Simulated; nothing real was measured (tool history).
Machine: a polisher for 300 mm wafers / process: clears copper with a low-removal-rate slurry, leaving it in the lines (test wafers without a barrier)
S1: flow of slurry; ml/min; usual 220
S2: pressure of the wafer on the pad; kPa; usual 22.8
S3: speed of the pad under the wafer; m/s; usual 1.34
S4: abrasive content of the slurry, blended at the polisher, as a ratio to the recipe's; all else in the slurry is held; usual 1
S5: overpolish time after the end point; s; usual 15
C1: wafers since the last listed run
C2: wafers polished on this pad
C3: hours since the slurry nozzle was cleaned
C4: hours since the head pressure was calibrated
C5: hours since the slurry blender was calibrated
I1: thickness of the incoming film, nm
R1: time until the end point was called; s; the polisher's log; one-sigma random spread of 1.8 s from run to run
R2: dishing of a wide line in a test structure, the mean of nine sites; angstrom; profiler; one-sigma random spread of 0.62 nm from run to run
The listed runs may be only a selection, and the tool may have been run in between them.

| run | hour | S1 | S2 | S3 | S4 | S5 | C1 | C2 | C3 | C4 | C5 | I1 | R1 | R2 |
|---|---|---|---|---|---|---|---|---|---|---|---|---|---|---|
| 1 | 0 | 220 | 22.8 | 1.34 | 1 | 15 | 0 | 69 | 418.2 | 415.2 | 55.8 | 657.5 | 140.3 | 481 |
|  | 17.9 | slurry nozzle cleaned |
| 2 | 59.7 | 220 | 22.8 | 1.34 | 1 | 15 | 496 | 566 | 41.8 | 474.9 | 115.5 | 645.2 | 136.7 | 470 |
| 3 | 126.8 | 220 | 22.8 | 1.34 | 1 | 9 | 567 | 1133 | 108.9 | 542 | 182.6 | 659.3 | 142.4 | 304 |
| 4 | 177.7 | 220 | 22.8 | 1.34 | 1 | 9 | 430 | 1563 | 159.8 | 592.9 | 233.5 | 657.2 | 141.1 | 302 |
|  | 209.8 | worn pad replaced by a new one |
| 5 | 210.3 | 220 | 22.8 | 1.34 | 1 | 9 | 241 | 4 | 192.4 | 625.5 | 266.1 | 670.4 | 147.1 | 294 |
|  | 215.3 | slurry blender recalibrated |
| 6 | 247.6 | 220 | 22.8 | 1.34 | 1 | 15 | 298 | 303 | 229.7 | 662.8 | 32.3 | 672.5 | 149.7 | 449 |
| 7 | 290 | 240 | 22.8 | 1.34 | 1 | 15 | 358 | 661 | 272.1 | 705.2 | 74.7 | 661.9 | 143.5 | 459 |
| 8 | 355.4 | 240 | 22.8 | 1.34 | 1 | 15 | 552 | 1214 | 337.5 | 770.6 | 140.1 | 659 | 144.4 | 460 |
|  | 398.5 | slurry nozzle cleaned |
|  | 404.1 | worn pad replaced by a new one |
| 9 | 422.1 | 240 | 22.8 | 1.34 | 1 | 15 | 521 | 152 | 23.6 | 837.3 | 206.8 | 657.5 | 148.7 | 450 |
|  | 447.7 | head pressure recalibrated |
| 10 | 481.7 | 220 | 22.8 | 1.34 | 1 | 18 | 486 | 639 | 83.2 | 34 | 266.4 | 662 | 138.1 | 563 |
| 11 | 511.2 | 285 | 25.5 | 1.34 | 1 | 15 | 249 | 888 | 112.7 | 63.5 | 295.9 | 663.8 | 117 | 552 |
|  | 516.7 | slurry blender recalibrated |
| 12 | 559.2 | 220 | 22.8 | 1.34 | 1 | 15 | 388 | 1277 | 160.7 | 111.5 | 42.5 | 667.2 | 137.8 | 495 |
|  | 598.2 | worn pad replaced by a new one |
| 13 | 629.4 | 220 | 22.8 | 1.46 | 0.8 | 15 | 559 | 264 | 230.9 | 181.7 | 112.7 | 663.3 | 134.3 | 491 |
| 14 | 693.7 | 220 | 16.5 | 1.78 | 1 | 15 | 543 | 807 | 295.2 | 246 | 177 | 658.6 | 139.6 | 470 |
| 15 | 723.9 | 220 | 22.8 | 0.98 | 1 | 15 | 255 | 1062 | 325.4 | 276.2 | 207.2 | 649.2 | 181.2 | 381 |
| 16 | 792.2 | 155 | 19.3 | 1.12 | 1 | 15 | 577 | 1640 | 393.7 | 344.5 | 275.5 | 668.5 | 201.1 | 353 |
|  | 804.5 | worn pad replaced by a new one |
|  | 822 | slurry blender recalibrated |
| 17 | 858.7 | 220 | 22.8 | 1.02 | 1 | 15 | 511 | 440 | 460.2 | 411 | 36.7 | 668.4 | 181.5 | 388 |
|  | 879.5 | slurry nozzle cleaned |
| 18 | 897 | 220 | 22.8 | 1.34 | 1 | 15 | 315 | 756 | 17.5 | 449.3 | 75 | 661 | 141.8 | 473 |
| 19 | 934.3 | 220 | 22.8 | 0.94 | 1.1 | 15 | 315 | 1071 | 54.8 | 486.6 | 112.3 | 664.9 | 187.9 | 359 |
| 20 | 978 | 285 | 22.8 | 1.34 | 1 | 19 | 369 | 1441 | 98.5 | 530.3 | 156 | 653.6 | 136.9 | 575 |

Below are 3 alternative next runs, each starting from the tool's condition after run 20. Predict each:
| A | 978.5 | 220 | 22.8 | 1.34 | 1 | 15 | 4 | 1445 | 99 | 530.8 | 156.5 | 661.2 | ? | ? |
| B | 978.5 | 220 | 22.8 | 1.34 | 1 | 24 | 4 | 1445 | 99 | 530.8 | 156.5 | 661.2 | ? | ? |
| C | 978.5 | 295 | 22.8 | 1.34 | 1 | 15 | 4 | 1445 | 99 | 530.8 | 156.5 | 661.2 | ? | ? |

| run | R1 | R2 |
|---|---|---|
| A | 143.2 | 466 |
| B | 143.2 | 673 |
| C | 139 | 477 |
Without the tool's hidden state the same runs would have given:
| run | R1 | R2 |
|---|---|---|
| A | 137.1 | 484 |
| B | 137.1 | 697 |
| C | 133.1 | 496 |

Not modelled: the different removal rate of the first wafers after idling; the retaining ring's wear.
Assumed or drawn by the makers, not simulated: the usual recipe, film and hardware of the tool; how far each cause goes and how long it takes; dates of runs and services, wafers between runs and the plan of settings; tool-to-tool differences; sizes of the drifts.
